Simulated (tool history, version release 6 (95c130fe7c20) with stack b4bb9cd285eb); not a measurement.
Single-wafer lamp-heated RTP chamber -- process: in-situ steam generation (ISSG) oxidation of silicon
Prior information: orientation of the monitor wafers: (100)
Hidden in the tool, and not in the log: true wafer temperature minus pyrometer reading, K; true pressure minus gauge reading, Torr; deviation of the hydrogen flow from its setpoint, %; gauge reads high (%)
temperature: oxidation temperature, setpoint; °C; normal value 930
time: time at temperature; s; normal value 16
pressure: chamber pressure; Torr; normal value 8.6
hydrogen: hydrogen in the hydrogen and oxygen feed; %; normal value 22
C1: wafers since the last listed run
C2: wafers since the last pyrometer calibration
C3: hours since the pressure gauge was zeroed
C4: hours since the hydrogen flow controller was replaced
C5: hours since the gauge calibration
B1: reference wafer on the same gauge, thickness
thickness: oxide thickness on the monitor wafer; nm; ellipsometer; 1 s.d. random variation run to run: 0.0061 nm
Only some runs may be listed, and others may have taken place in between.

{"run": 1, "hour": 0.0, "temperature": 930, "time": 13, "pressure": 8.6, "hydrogen": 22, "C1": 0, "C2": 3238, "C3": 4131.2, "C4": 5398.5, "C5": 734, "B1": 3.519, "thickness": 3.842}
{"hour": 22.8, "done": "pyrometer window cleaned and pyrometer calibrated"}
{"run": 2, "hour": 31.2, "temperature": 930, "time": 13, "pressure": 8.6, "hydrogen": 22, "C1": 414, "C2": 150, "C3": 4162.4, "C4": 5429.7, "C5": 765.2, "B1": 3.521, "thickness": 3.803}
{"run": 3, "hour": 47.9, "temperature": 930, "time": 13, "pressure": 8.6, "hydrogen": 22, "C1": 298, "C2": 449, "C3": 4179.1, "C4": 5446.4, "C5": 781.9, "B1": 3.518, "thickness": 3.803}
{"run": 4, "hour": 64.9, "temperature": 930, "time": 16, "pressure": 8.6, "hydrogen": 22, "C1": 303, "C2": 753, "C3": 4196.1, "C4": 5463.4, "C5": 798.9, "B1": 3.519, "thickness": 4.095}
{"run": 5, "hour": 80.4, "temperature": 930, "time": 20, "pressure": 8.6, "hydrogen": 22, "C1": 277, "C2": 1030, "C3": 4211.6, "C4": 5478.9, "C5": 814.4, "B1": 3.521, "thickness": 4.464}
{"hour": 97.5, "done": "pressure gauge zeroed"}
{"run": 6, "hour": 114.5, "temperature": 930, "time": 20, "pressure": 8.6, "hydrogen": 22, "C1": 466, "C2": 1497, "C3": 17, "C4": 5513, "C5": 848.5, "B1": 3.519, "thickness": 4.492}
{"run": 7, "hour": 128.5, "temperature": 930, "time": 20, "pressure": 8.6, "hydrogen": 22, "C1": 250, "C2": 1747, "C3": 31, "C4": 5527, "C5": 862.5, "B1": 3.52, "thickness": 4.498}
{"run": 8, "hour": 145.9, "temperature": 930, "time": 16, "pressure": 8.6, "hydrogen": 22, "C1": 311, "C2": 2058, "C3": 48.4, "C4": 5544.4, "C5": 879.9, "B1": 3.52, "thickness": 4.136}
{"hour": 148.7, "done": "gauge calibrated"}
{"hour": 155.3, "done": "hydrogen flow controller replaced"}
{"run": 9, "hour": 158.6, "temperature": 930, "time": 11, "pressure": 7.5, "hydrogen": 22, "C1": 84, "C2": 2142, "C3": 61.1, "C4": 3.3, "C5": 9.9, "B1": 3.519, "thickness": 3.631}
{"run": 10, "hour": 171.8, "temperature": 930, "time": 16, "pressure": 8.6, "hydrogen": 22, "C1": 236, "C2": 2378, "C3": 74.3, "C4": 16.5, "C5": 23.1, "B1": 3.52, "thickness": 4.15}
{"run": 11, "hour": 189.2, "temperature": 930, "time": 11, "pressure": 7.5, "hydrogen": 22, "C1": 311, "C2": 2689, "C3": 91.7, "C4": 33.9, "C5": 40.5, "B1": 3.52, "thickness": 3.651}
{"run": 12, "hour": 212.4, "temperature": 930, "time": 18, "pressure": 8.6, "hydrogen": 22, "C1": 414, "C2": 3104, "C3": 114.9, "C4": 57.1, "C5": 63.7, "B1": 3.521, "thickness": 4.352}
{"run": 13, "hour": 240.2, "temperature": 930, "time": 16, "pressure": 9.7, "hydrogen": 26, "C1": 497, "C2": 3601, "C3": 142.7, "C4": 84.9, "C5": 91.5, "B1": 3.518, "thickness": 4.271}
{"hour": 254.9, "done": "pyrometer window cleaned and pyrometer calibrated"}
{"run": 14, "hour": 272.1, "temperature": 930, "time": 16, "pressure": 8.6, "hydrogen": 27, "C1": 427, "C2": 306, "C3": 174.6, "C4": 116.8, "C5": 123.4, "B1": 3.521, "thickness": 4.303}
{"run": 15, "hour": 299.5, "temperature": 946, "time": 13, "pressure": 8.6, "hydrogen": 22, "C1": 489, "C2": 796, "C3": 202, "C4": 144.2, "C5": 150.8, "B1": 3.52, "thickness": 3.966}
{"run": 16, "hour": 315.9, "temperature": 920, "time": 16, "pressure": 7.7, "hydrogen": 22, "C1": 293, "C2": 1089, "C3": 218.4, "C4": 160.6, "C5": 167.2, "B1": 3.52, "thickness": 4.025}
{"run": 17, "hour": 339.3, "temperature": 930, "time": 13, "pressure": 7.6, "hydrogen": 14, "C1": 418, "C2": 1508, "C3": 241.8, "C4": 184, "C5": 190.6, "B1": 3.521, "thickness": 3.453}
{"run": 18, "hour": 361.0, "temperature": 938, "time": 11, "pressure": 10, "hydrogen": 28, "C1": 388, "C2": 1896, "C3": 263.5, "C4": 205.7, "C5": 212.3, "B1": 3.52, "thickness": 3.805}
{"run": 19, "hour": 391.9, "temperature": 930, "time": 16, "pressure": 8.6, "hydrogen": 22, "C1": 552, "C2": 2448, "C3": 294.4, "C4": 236.6, "C5": 243.2, "B1": 3.519, "thickness": 4.13}
{"run": 20, "hour": 415.0, "temperature": 930, "time": 16, "pressure": 8.6, "hydrogen": 22, "C1": 413, "C2": 2861, "C3": 317.5, "C4": 259.7, "C5": 266.3, "B1": 3.52, "thickness": 4.161}
{"run": 21, "hour": 431.7, "temperature": 930, "time": 16, "pressure": 8.6, "hydrogen": 26, "C1": 298, "C2": 3160, "C3": 334.2, "C4": 276.4, "C5": 283, "B1": 3.518, "thickness": 4.332}
{"run": 22, "hour": 466.0, "temperature": 930, "time": 16, "pressure": 8.6, "hydrogen": 22, "C1": 613, "C2": 3773, "C3": 368.5, "C4": 310.7, "C5": 317.3, "B1": 3.52, "thickness": 4.165}
{"run": 23, "hour": 490.4, "temperature": 930, "time": 16, "pressure": 8.6, "hydrogen": 22, "C1": 436, "C2": 4209, "C3": 392.9, "C4": 335.1, "C5": 341.7, "B1": 3.52, "thickness": 4.182}
{"hour": 513.3, "done": "pyrometer window cleaned and pyrometer calibrated"}
{"run": 24, "hour": 519.8, "temperature": 936, "time": 19, "pressure": 9.8, "hydrogen": 14, "C1": 382, "C2": 116, "C3": 422.3, "C4": 364.5, "C5": 371.1, "B1": 3.521, "thickness": 3.988}
{"run": 25, "hour": 554.5, "temperature": 930, "time": 16, "pressure": 7.7, "hydrogen": 29, "C1": 620, "C2": 736, "C3": 457, "C4": 399.2, "C5": 405.8, "B1": 3.521, "thickness": 4.428}
{"run": 26, "hour": 567.9, "temperature": 911, "time": 16, "pressure": 7.5, "hydrogen": 31, "C1": 239, "C2": 976, "C3": 470.4, "C4": 412.6, "C5": 419.2, "B1": 3.522, "thickness": 4.334}
{"run": 27, "hour": 586.6, "temperature": 930, "time": 16, "pressure": 9.8, "hydrogen": 22, "C1": 334, "C2": 1310, "C3": 489.1, "C4": 431.3, "C5": 437.9, "B1": 3.52, "thickness": 4.059}
{"run": 28, "hour": 610.4, "temperature": 930, "time": 16, "pressure": 8.6, "hydrogen": 22, "C1": 425, "C2": 1736, "C3": 512.9, "C4": 455.1, "C5": 461.7, "B1": 3.519, "thickness": 4.147}
{"run": 29, "hour": 628.4, "temperature": 930, "time": 16, "pressure": 8.6, "hydrogen": 22, "C1": 321, "C2": 2058, "C3": 530.9, "C4": 473.1, "C5": 479.7, "B1": 3.521, "thickness": 4.145}
{"run": 30, "hour": 647.0, "temperature": 940, "time": 16, "pressure": 8.6, "hydrogen": 22, "C1": 332, "C2": 2390, "C3": 549.5, "C4": 491.7, "C5": 498.3, "B1": 3.521, "thickness": 4.254}

Here are 5 independent what-if runs from the current tool condition. What would each one return?
{"run": "A", "hour": 647.4, "temperature": 930, "time": 16, "pressure": 8.6, "hydrogen": 22, "C1": 7, "C2": 2397, "C3": 549.9, "C4": 492.1, "C5": 498.7, "B1": "?", "thickness": "?"}
{"run": "B", "hour": 647.4, "temperature": 912, "time": 20, "pressure": 7.4, "hydrogen": 18, "C1": 7, "C2": 2397, "C3": 549.9, "C4": 492.1, "C5": 498.7, "B1": "?", "thickness": "?"}
{"run": "C", "hour": 647.4, "temperature": 923, "time": 18, "pressure": 7.7, "hydrogen": 22, "C1": 7, "C2": 2397, "C3": 549.9, "C4": 492.1, "C5": 498.7, "B1": "?", "thickness": "?"}
{"run": "D", "hour": 647.4, "temperature": 924, "time": 10, "pressure": 9.2, "hydrogen": 27, "C1": 7, "C2": 2397, "C3": 549.9, "C4": 492.1, "C5": 498.7, "B1": "?", "thickness": "?"}
{"run": "E", "hour": 647.4, "temperature": 930, "time": 16, "pressure": 7.3, "hydrogen": 16, "C1": 7, "C2": 2397, "C3": 549.9, "C4": 492.1, "C5": 498.7, "B1": "?", "thickness": "?"}

run=A B1=3.523 thickness=4.153
run=B B1=3.523 thickness=4.127
run=C B1=3.523 thickness=4.279
run=D B1=3.523 thickness=3.627
run=E B1=3.523 thickness=3.859
Without the tool's unlogged condition, the same runs would have read:
run=A thickness=4.093
run=B thickness=4.068
run=C thickness=4.216
run=D thickness=3.586
run=E thickness=3.804

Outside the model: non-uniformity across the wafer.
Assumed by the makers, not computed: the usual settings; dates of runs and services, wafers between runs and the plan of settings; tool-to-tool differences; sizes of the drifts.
